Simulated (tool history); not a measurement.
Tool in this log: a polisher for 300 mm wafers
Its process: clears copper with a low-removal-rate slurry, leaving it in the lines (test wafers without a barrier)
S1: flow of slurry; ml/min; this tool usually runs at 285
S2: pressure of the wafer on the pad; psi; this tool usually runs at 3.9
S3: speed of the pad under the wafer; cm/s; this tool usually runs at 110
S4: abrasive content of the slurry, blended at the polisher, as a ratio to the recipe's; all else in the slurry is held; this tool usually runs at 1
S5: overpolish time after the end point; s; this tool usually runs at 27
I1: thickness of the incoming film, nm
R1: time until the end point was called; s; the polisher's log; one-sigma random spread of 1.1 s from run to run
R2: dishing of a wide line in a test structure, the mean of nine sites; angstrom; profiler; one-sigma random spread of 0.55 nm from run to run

Run 1, hour 0: usual settings; I1 391.7. Result: R1 96.9 s, R2 453 angstrom.
Run 2, hour 50.7: usual settings; I1 393.9. Result: R1 99.2 s, R2 450 angstrom.
Run 3, hour 109.8: usual settings; I1 391.3. Result: R1 97.4 s, R2 456 angstrom.
Run 4, hour 159.2: usual settings; I1 388.2. Result: R1 99.1 s, R2 459 angstrom.
Run 5, hour 222: usual settings; I1 387.7. Result: R1 98.1 s, R2 449 angstrom.
Run 6, hour 263.6: usual settings but S1 320 ml/min, S2 2.6 psi, S4 1.15; I1 392.7. Result: R1 140.1 s, R2 377 angstrom.
At hour 270.8: slurry blender recalibrated.
Run 7, hour 345.8: usual settings but S1 330 ml/min, S2 2.9 psi, S3 130 cm/s, S5 14 s; I1 395. Result: R1 112.7 s, R2 288 angstrom.
Run 8, hour 388.1: usual settings but S3 92 cm/s, S4 1.2; I1 389.4. Result: R1 116.9 s, R2 423 angstrom.
At hour 444.2: slurry nozzle cleaned.
Run 9, hour 472.9: usual settings but S1 255 ml/min, S2 5 psi, S4 0.75; I1 390.9. Result: R1 82.5 s, R2 494 angstrom.
At hour 498.1: worn pad replaced by a new one.
Run 10, hour 545.6: usual settings but S3 86 cm/s, S5 14 s; I1 392.5. Result: R1 123 s, R2 268 angstrom.
Run 11, hour 630.5: usual settings but S1 375 ml/min, S4 1.1, S5 20 s; I1 388.1. Result: R1 94 s, R2 409 angstrom.
Run 12, hour 718.7: usual settings but S1 355 ml/min, S3 132 cm/s, S4 1.1, S5 16 s; I1 388.3. Result: R1 80.1 s, R2 403 angstrom.
Run 13, hour 822.5: usual settings but S1 200 ml/min, S3 94 cm/s; I1 386.5. Result: R1 118.4 s, R2 419 angstrom.
At hour 946.1: slurry blender recalibrated.
At hour 986.7: head pressure recalibrated.
Run 14, hour 1115.5: usual settings but S2 5.2 psi; I1 392.1. Result: R1 78 s, R2 510 angstrom.
Run 15, hour 1163.7: usual settings but S2 3.3 psi, S5 21 s; I1 389.3. Result: R1 119.4 s, R2 356 angstrom.
At hour 1241.8: worn pad replaced by a new one.
At hour 1247.1: slurry nozzle cleaned.
Run 16, hour 1247.6: usual settings but S1 255 ml/min, S2 3 psi, S3 84 cm/s, S5 39 s; I1 387.7. Result: R1 161.3 s, R2 421 angstrom.
Run 17, hour 1301.4: usual settings; I1 393.5. Result: R1 97.5 s, R2 470 angstrom.
Run 18, hour 1345.4: usual settings but S3 92 cm/s, S4 1.2; I1 386.4. Result: R1 110.4 s, R2 435 angstrom.
Run 19, hour 1427.3: usual settings but S1 205 ml/min, S3 84 cm/s, S4 0.75; I1 389.2. Result: R1 141.5 s, R2 374 angstrom.
Run 20, hour 1527.1: usual settings but S3 124 cm/s; I1 387.6. Result: R1 85.4 s, R2 485 angstrom.
Run 21, hour 1575.4: usual settings; I1 396.1. Result: R1 99.7 s, R2 455 angstrom.

What does the tool deliver on the next run?
Run 22, hour 1666.2: usual settings but S2 4.5 psi, S5 39 s; I1 385.4. Result: R1 ?, R2 ?.

R1: 86.2 s
R2: 543 angstrom
The same run, on a tool lacking any hidden state, would have yielded R1 84.3 s, R2 546 angstrom.

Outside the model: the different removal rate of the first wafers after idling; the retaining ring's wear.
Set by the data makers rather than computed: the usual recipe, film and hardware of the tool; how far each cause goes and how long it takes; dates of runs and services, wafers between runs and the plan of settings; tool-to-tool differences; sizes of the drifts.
